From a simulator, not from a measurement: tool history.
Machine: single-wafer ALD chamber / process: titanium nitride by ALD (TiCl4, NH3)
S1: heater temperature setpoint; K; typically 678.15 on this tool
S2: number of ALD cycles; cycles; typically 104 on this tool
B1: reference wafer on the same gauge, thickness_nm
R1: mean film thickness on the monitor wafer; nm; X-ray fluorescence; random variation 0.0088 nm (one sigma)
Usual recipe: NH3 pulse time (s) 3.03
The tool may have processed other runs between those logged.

run 1 hour=0.0 | S1=685.15 S2=104 NH3_pulse_time_(s)=3.03 | B1=2.342 | R1=2.294
run 2 hour=32.9 | S1=685.15 S2=104 NH3_pulse_time_(s)=3.03 | B1=2.340 | R1=2.275
run 3 hour=62.0 | S1=678.15 S2=104 NH3_pulse_time_(s)=3.03 | B1=2.335 | R1=2.261
run 4 hour=87.2 | S1=678.15 S2=104 NH3_pulse_time_(s)=3.03 | B1=2.327 | R1=2.275
-- hour=96.0 gauge calibrated
run 5 hour=123.0 | S1=678.15 S2=104 NH3_pulse_time_(s)=3.03 | B1=2.375 | R1=2.320
run 6 hour=151.7 | S1=678.15 S2=104 NH3_pulse_time_(s)=3.03 | B1=2.372 | R1=2.302
run 7 hour=184.4 | S1=678.15 S2=112 NH3_pulse_time_(s)=3.03 | B1=2.372 | R1=2.488
-- hour=203.6 showerhead replaced
run 8 hour=217.7 | S1=678.15 S2=104 NH3_pulse_time_(s)=3.03 | B1=2.372 | R1=2.305
run 9 hour=230.6 | S1=678.15 S2=104 NH3_pulse_time_(s)=3.03 | B1=2.368 | R1=2.329
run 10 hour=243.1 | S1=678.15 S2=104 NH3_pulse_time_(s)=3.03 | B1=2.370 | R1=2.304
run 11 hour=257.1 | S1=668.15 S2=89 NH3_pulse_time_(s)=3.03 | B1=2.370 | R1=1.982
run 12 hour=282.3 | S1=678.15 S2=104 NH3_pulse_time_(s)=3.03 | B1=2.367 | R1=2.326
run 13 hour=311.3 | S1=678.15 S2=104 NH3_pulse_time_(s)=3.03 | B1=2.366 | R1=2.299
run 14 hour=330.8 | S1=673.15 S2=104 NH3_pulse_time_(s)=3.03 | B1=2.364 | R1=2.306
run 15 hour=342.9 | S1=673.15 S2=104 NH3_pulse_time_(s)=3.03 | B1=2.363 | R1=2.297
run 16 hour=359.3 | S1=673.15 S2=104 NH3_pulse_time_(s)=3.03 | B1=2.362 | R1=2.300
-- hour=375.0 thermocouple changed; heater temperature recalibrated
run 17 hour=391.9 | S1=678.15 S2=104 NH3_pulse_time_(s)=3.03 | B1=2.357 | R1=2.294
run 18 hour=409.7 | S1=678.15 S2=104 NH3_pulse_time_(s)=3.03 | B1=2.358 | R1=2.293
run 19 hour=432.5 | S1=682.15 S2=104 NH3_pulse_time_(s)=3.90 | B1=2.357 | R1=2.314
run 20 hour=464.5 | S1=693.15 S2=97 NH3_pulse_time_(s)=3.56 | B1=2.352 | R1=2.146
run 21 hour=494.3 | S1=678.15 S2=116 NH3_pulse_time_(s)=3.68 | B1=2.349 | R1=2.565
run 22 hour=509.8 | S1=678.15 S2=104 NH3_pulse_time_(s)=3.03 | B1=2.347 | R1=2.285
run 23 hour=530.8 | S1=690.15 S2=104 NH3_pulse_time_(s)=3.49 | B1=2.342 | R1=2.309
run 24 hour=559.7 | S1=678.15 S2=104 NH3_pulse_time_(s)=3.03 | B1=2.338 | R1=2.282
run 25 hour=572.3 | S1=678.15 S2=104 NH3_pulse_time_(s)=3.03 | B1=2.336 | R1=2.271
run 26 hour=590.3 | S1=670.15 S2=89 NH3_pulse_time_(s)=2.48 | B1=2.336 | R1=1.938
run 27 hour=618.1 | S1=683.15 S2=87 NH3_pulse_time_(s)=3.74 | B1=2.332 | R1=1.916
run 28 hour=650.0 | S1=673.15 S2=86 NH3_pulse_time_(s)=1.99 | B1=2.323 | R1=1.864
run 29 hour=684.5 | S1=678.15 S2=104 NH3_pulse_time_(s)=3.03 | B1=2.316 | R1=2.276
-- hour=706.0 gauge calibrated
run 30 hour=713.2 | S1=668.15 S2=104 NH3_pulse_time_(s)=3.03 | B1=2.380 | R1=2.310
run 31 hour=726.3 | S1=686.15 S2=104 NH3_pulse_time_(s)=3.03 | B1=2.380 | R1=2.340
run 32 hour=743.3 | S1=678.15 S2=96 NH3_pulse_time_(s)=3.03 | B1=2.379 | R1=2.142
run 33 hour=767.9 | S1=667.15 S2=111 NH3_pulse_time_(s)=3.60 | B1=2.378 | R1=2.485
run 34 hour=790.8 | S1=678.15 S2=104 NH3_pulse_time_(s)=3.03 | B1=2.378 | R1=2.317
run 35 hour=838.0 | S1=667.15 S2=86 NH3_pulse_time_(s)=3.98 | B1=2.375 | R1=1.914
run 36 hour=851.6 | S1=693.15 S2=94 NH3_pulse_time_(s)=1.84 | B1=2.375 | R1=2.084
run 37 hour=882.2 | S1=685.15 S2=84 NH3_pulse_time_(s)=2.11 | B1=2.374 | R1=1.869
run 38 hour=900.4 | S1=683.15 S2=104 NH3_pulse_time_(s)=3.45 | B1=2.373 | R1=2.322
run 39 hour=926.7 | S1=678.15 S2=104 NH3_pulse_time_(s)=3.03 | B1=2.370 | R1=2.308
run 40 hour=962.0 | S1=678.15 S2=104 NH3_pulse_time_(s)=3.03 | B1=2.370 | R1=2.307

Selected run-to-run steps in R1, each split into two signed amounts: the part the tool would show with no hidden state at all (from settings, incoming material and random variation), and the remainder, which goes to the hidden state together with any gauge scatter not common to the measured and the hidden-state-free results:
What the log doesn't record here: wafer temperature above the value expected at the setpoint (K); gauge reads high (%).
Run 4 -> 5: gauge calibrated. R1 +0.045 nm: hidden state +0.044, all else +0.001.
Run 20 -> 21: S1 693.15 -> 678.15, S2 97 -> 116, NH3 pulse time (s) 3.56 -> 3.68. R1 +0.419 nm: hidden state -0.009, all else +0.428.
Run 28 -> 29: S1 673.15 -> 678.15, S2 86 -> 104, NH3 pulse time (s) 1.99 -> 3.03. R1 +0.412 nm: hidden state -0.015, all else +0.427.
Run 29 -> 30: S1 678.15 -> 668.15, gauge calibrated. R1 +0.034 nm: hidden state +0.060, all else -0.026.
Run 37 -> 38: S1 685.15 -> 683.15, S2 84 -> 104, NH3 pulse time (s) 2.11 -> 3.45. R1 +0.453 nm: hidden state -0.002, all else +0.455.
